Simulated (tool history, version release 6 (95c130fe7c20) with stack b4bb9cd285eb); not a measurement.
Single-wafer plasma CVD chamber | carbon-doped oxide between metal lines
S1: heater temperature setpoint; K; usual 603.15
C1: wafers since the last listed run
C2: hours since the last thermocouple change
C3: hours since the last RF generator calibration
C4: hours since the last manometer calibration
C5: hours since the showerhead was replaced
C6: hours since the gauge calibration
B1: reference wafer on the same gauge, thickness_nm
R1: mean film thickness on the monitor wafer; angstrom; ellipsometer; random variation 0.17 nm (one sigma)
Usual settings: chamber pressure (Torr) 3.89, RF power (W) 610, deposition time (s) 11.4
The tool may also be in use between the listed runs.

Run 1, hour 0.0: usual settings; C1 0; C2 2065.7; C3 906.4; C4 1566.4; C5 3189.0; C6 311.3; B1 56.900. Result: R1 661.60 angstrom.
Run 2, hour 8.6: usual settings; C1 213; C2 2074.3; C3 915.0; C4 1575.0; C5 3197.6; C6 319.9; B1 56.831. Result: R1 663.35 angstrom.
Run 3, hour 25.9: usual settings; C1 429; C2 2091.6; C3 932.3; C4 1592.3; C5 3214.9; C6 337.2; B1 56.789. Result: R1 662.56 angstrom.
Run 4, hour 43.5: usual settings; C1 437; C2 2109.2; C3 949.9; C4 1609.9; C5 3232.5; C6 354.8; B1 56.846. Result: R1 658.24 angstrom.
Run 5, hour 49.6: usual settings but deposition time (s) 12.7; C1 151; C2 2115.3; C3 956.0; C4 1616.0; C5 3238.6; C6 360.9; B1 56.741. Result: R1 733.54 angstrom.
Run 6, hour 63.8: usual settings; C1 352; C2 2129.5; C3 970.2; C4 1630.2; C5 3252.8; C6 375.1; B1 56.832. Result: R1 656.08 angstrom.
Run 7, hour 70.3: usual settings; C1 161; C2 2136.0; C3 976.7; C4 1636.7; C5 3259.3; C6 381.6; B1 56.791. Result: R1 658.67 angstrom.
Run 8, hour 84.6: usual settings; C1 355; C2 2150.3; C3 991.0; C4 1651.0; C5 3273.6; C6 395.9; B1 56.833. Result: R1 659.48 angstrom.
Run 9, hour 91.5: usual settings but chamber pressure (Torr) 4.29; C1 171; C2 2157.2; C3 997.9; C4 1657.9; C5 3280.5; C6 402.8; B1 56.821. Result: R1 668.34 angstrom.
Run 10, hour 99.5: usual settings but RF power (W) 705, deposition time (s) 11.9; C1 198; C2 2165.2; C3 1005.9; C4 1665.9; C5 3288.5; C6 410.8; B1 56.822. Result: R1 740.37 angstrom.
Run 11, hour 108.3: usual settings but RF power (W) 705, deposition time (s) 11.9; C1 218; C2 2174.0; C3 1014.7; C4 1674.7; C5 3297.3; C6 419.6; B1 56.831. Result: R1 736.06 angstrom.
Run 12, hour 121.9: usual settings but RF power (W) 705, deposition time (s) 11.9; C1 337; C2 2187.6; C3 1028.3; C4 1688.3; C5 3310.9; C6 433.2; B1 56.753. Result: R1 738.42 angstrom.
Run 13, hour 136.1: usual settings but S1 607.15 K; C1 352; C2 2201.8; C3 1042.5; C4 1702.5; C5 3325.1; C6 447.4; B1 56.865. Result: R1 648.15 angstrom.
At hour 145.5: showerhead replaced.
At hour 159.1: gauge calibrated.
Run 14, hour 169.0: usual settings but S1 607.15 K; C1 618; C2 2234.7; C3 1075.4; C4 1735.4; C5 23.5; C6 9.9; B1 56.867. Result: R1 649.59 angstrom.
At hour 181.2: capacitance manometer re-zeroed and calibrated.
Run 15, hour 181.7: usual settings but chamber pressure (Torr) 4.65, RF power (W) 650, deposition time (s) 12.9; C1 116; C2 2247.4; C3 1088.1; C4 0.5; C5 36.2; C6 22.6; B1 56.823. Result: R1 783.96 angstrom.
Run 16, hour 191.9: usual settings but S1 615.15 K, chamber pressure (Torr) 4.37; C1 253; C2 2257.6; C3 1098.3; C4 10.7; C5 46.4; C6 32.8; B1 56.723. Result: R1 639.63 angstrom.
Run 17, hour 204.5: usual settings but S1 598.15 K, chamber pressure (Torr) 3.20; C1 312; C2 2270.2; C3 1110.9; C4 23.3; C5 59.0; C6 45.4; B1 56.781. Result: R1 644.78 angstrom.
Run 18, hour 216.0: usual settings but deposition time (s) 12.7; C1 285; C2 2281.7; C3 1122.4; C4 34.8; C5 70.5; C6 56.9; B1 56.747. Result: R1 724.56 angstrom.
Run 19, hour 231.0: usual settings but RF power (W) 535; C1 372; C2 2296.7; C3 1137.4; C4 49.8; C5 85.5; C6 71.9; B1 56.805. Result: R1 605.86 angstrom.
At hour 240.2: RF generator calibrated.
Run 20, hour 240.7: usual settings but chamber pressure (Torr) 3.40; C1 42; C2 2306.4; C3 0.5; C4 59.5; C5 95.2; C6 81.6; B1 56.847. Result: R1 671.48 angstrom.
Run 21, hour 248.8: usual settings; C1 201; C2 2314.5; C3 8.6; C4 67.6; C5 103.3; C6 89.7; B1 56.753. Result: R1 685.73 angstrom.
At hour 267.5: thermocouple changed; heater temperature recalibrated.
Run 22, hour 268.0: usual settings but chamber pressure (Torr) 4.57, deposition time (s) 12.8; C1 278; C2 0.5; C3 27.8; C4 86.8; C5 122.5; C6 108.9; B1 56.782. Result: R1 784.08 angstrom.
Run 23, hour 278.2: usual settings but chamber pressure (Torr) 3.45, RF power (W) 510, deposition time (s) 10.8; C1 253; C2 10.7; C3 38.0; C4 97.0; C5 132.7; C6 119.1; B1 56.844. Result: R1 579.19 angstrom.
Run 24, hour 291.7: usual settings; C1 335; C2 24.2; C3 51.5; C4 110.5; C5 146.2; C6 132.6; B1 56.775. Result: R1 679.05 angstrom.
Run 25, hour 306.0: usual settings but S1 593.15 K, RF power (W) 670; C1 355; C2 38.5; C3 65.8; C4 124.8; C5 160.5; C6 146.9; B1 56.780. Result: R1 737.01 angstrom.
Run 26, hour 318.2: usual settings but S1 615.15 K, chamber pressure (Torr) 4.37; C1 302; C2 50.7; C3 78.0; C4 137.0; C5 172.7; C6 159.1; B1 56.763. Result: R1 673.23 angstrom.
Run 27, hour 333.7: usual settings but chamber pressure (Torr) 3.36, RF power (W) 660, deposition time (s) 13.0; C1 384; C2 66.2; C3 93.5; C4 152.5; C5 188.2; C6 174.6; B1 56.802. Result: R1 793.54 angstrom.
Run 28, hour 341.0: usual settings but RF power (W) 675; C1 181; C2 73.5; C3 100.8; C4 159.8; C5 195.5; C6 181.9; B1 56.804. Result: R1 717.18 angstrom.
Run 29, hour 350.0: usual settings but S1 610.15 K, chamber pressure (Torr) 3.23, RF power (W) 575, deposition time (s) 9.4; C1 223; C2 82.5; C3 109.8; C4 168.8; C5 204.5; C6 190.9; B1 56.787. Result: R1 523.41 angstrom.

4 ways to go on from here, each from the tool as it stands after run 29. What would each give?
Run A, hour 350.4: usual settings but RF power (W) 495; C1 9; C2 82.9; C3 110.2; C4 169.2; C5 204.9; C6 191.3; B1 ?. Result: R1 ?.
Run B, hour 350.4: usual settings but RF power (W) 690; C1 9; C2 82.9; C3 110.2; C4 169.2; C5 204.9; C6 191.3; B1 ?. Result: R1 ?.
Run C, hour 350.4: usual settings but chamber pressure (Torr) 4.30, RF power (W) 535; C1 9; C2 82.9; C3 110.2; C4 169.2; C5 204.9; C6 191.3; B1 ?. Result: R1 ?.
Run D, hour 350.4: usual settings but S1 609.15 K, chamber pressure (Torr) 4.50, RF power (W) 670, deposition time (s) 10.4; C1 9; C2 82.9; C3 110.2; C4 169.2; C5 204.9; C6 191.3; B1 ?. Result: R1 ?.

run      B1      R1
  A  56.843  610.31
  B  56.843  724.54
  C  56.843  646.27
  D  56.843  656.74
Without the tool's hidden state the same runs would have given:
run      R1
  A  611.18
  B  725.53
  C  647.19
  D  657.63

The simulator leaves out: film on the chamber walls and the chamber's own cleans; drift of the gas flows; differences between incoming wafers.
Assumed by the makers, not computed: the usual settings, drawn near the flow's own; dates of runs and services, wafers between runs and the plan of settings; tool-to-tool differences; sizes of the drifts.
